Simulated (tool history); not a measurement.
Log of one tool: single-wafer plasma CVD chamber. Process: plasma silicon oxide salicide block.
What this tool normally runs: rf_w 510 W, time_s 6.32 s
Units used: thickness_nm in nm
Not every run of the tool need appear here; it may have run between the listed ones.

run   hour  rf_w  time_s  wafers since the last listed run  hours since the last RF generator calibration  hours since the showerhead was replaced  hours since the gauge calibration  read-back reference wafer on the same gauge, thickness_nm  thickness_nm
  1    0.0   510    6.32                                 0                                         1782.1                                   7173.0                               33.8                                                     71.181        60.289
  2   15.0   510    6.32                               277                                         1797.1                                   7188.0                               48.8                                                     71.148        60.157
  3   25.8   510    6.73                               199                                         1807.9                                   7198.8                               59.6                                                     71.125        63.946
  4   33.3   510    6.73                               138                                         1815.4                                   7206.3                               67.1                                                     71.086        64.278
  5   43.8   440    6.59                               194                                         1825.9                                   7216.8                               77.6                                                     71.059        58.293
  6   58.0   440    6.59                               262                                         1840.1                                   7231.0                               91.8                                                     71.030        58.106
  7   72.8   440    6.59                               273                                         1854.9                                   7245.8                              106.6                                                     70.962        58.330
  8   81.1   510    6.32                               153                                         1863.2                                   7254.1                              114.9                                                     70.970        60.111
      91.7  -- RF generator calibrated
  9   94.7   510    6.32                               103                                            3.0                                   7267.7                              128.5                                                     70.882        59.905
 10  101.2   460    5.33                               120                                            9.5                                   7274.2                              135.0                                                     70.892        48.011
 11  116.5   595    7.16                               282                                           24.8                                   7289.5                              150.3                                                     70.850        72.904
     123.5  -- gauge calibrated
     126.1  -- showerhead replaced
 12  129.8   470    7.33                                97                                           38.1                                      3.7                                6.3                                                     71.344        67.312
 13  137.0   510    7.51                               133                                           45.3                                     10.9                               13.5                                                     71.325        71.705
 14  148.0   510    6.32                               203                                           56.3                                     21.9                               24.5                                                     71.298        60.225
 15  165.7   550    7.12                               327                                           74.0                                     39.6                               42.2                                                     71.276        70.430
 16  177.4   550    6.32                               216                                           85.7                                     51.3                               53.9                                                     71.202        62.538
 17  215.9   480    7.18                               711                                          124.2                                     89.8                               92.4                                                     71.117        66.220
 18  226.1   605    5.73                               188                                          134.4                                    100.0                              102.6                                                     71.061        58.924

Alternative continuations, all from the tool just after run 18; predict every row:
  A  226.5   510    6.32                                 7                                          134.8                                    100.4                              103.0                                                          ?             ?
  B  226.5   510    5.39                                 7                                          134.8                                    100.4                              103.0                                                          ?             ?
  C  226.5   580    6.32                                 7                                          134.8                                    100.4                              103.0                                                          ?             ?
  D  226.5   450    6.91                                 7                                          134.8                                    100.4                              103.0                                                          ?             ?

run  read-back reference wafer on the same gauge, thickness_nm  thickness_nm
  A                                                     71.040        60.061
  B                                                     71.040        51.223
  C                                                     71.040        63.697
  D                                                     71.040        61.748
Had the tool no hidden state, the same runs would have come out as:
run  thickness_nm
  A        60.252
  B        51.386
  C        63.899
  D        61.944

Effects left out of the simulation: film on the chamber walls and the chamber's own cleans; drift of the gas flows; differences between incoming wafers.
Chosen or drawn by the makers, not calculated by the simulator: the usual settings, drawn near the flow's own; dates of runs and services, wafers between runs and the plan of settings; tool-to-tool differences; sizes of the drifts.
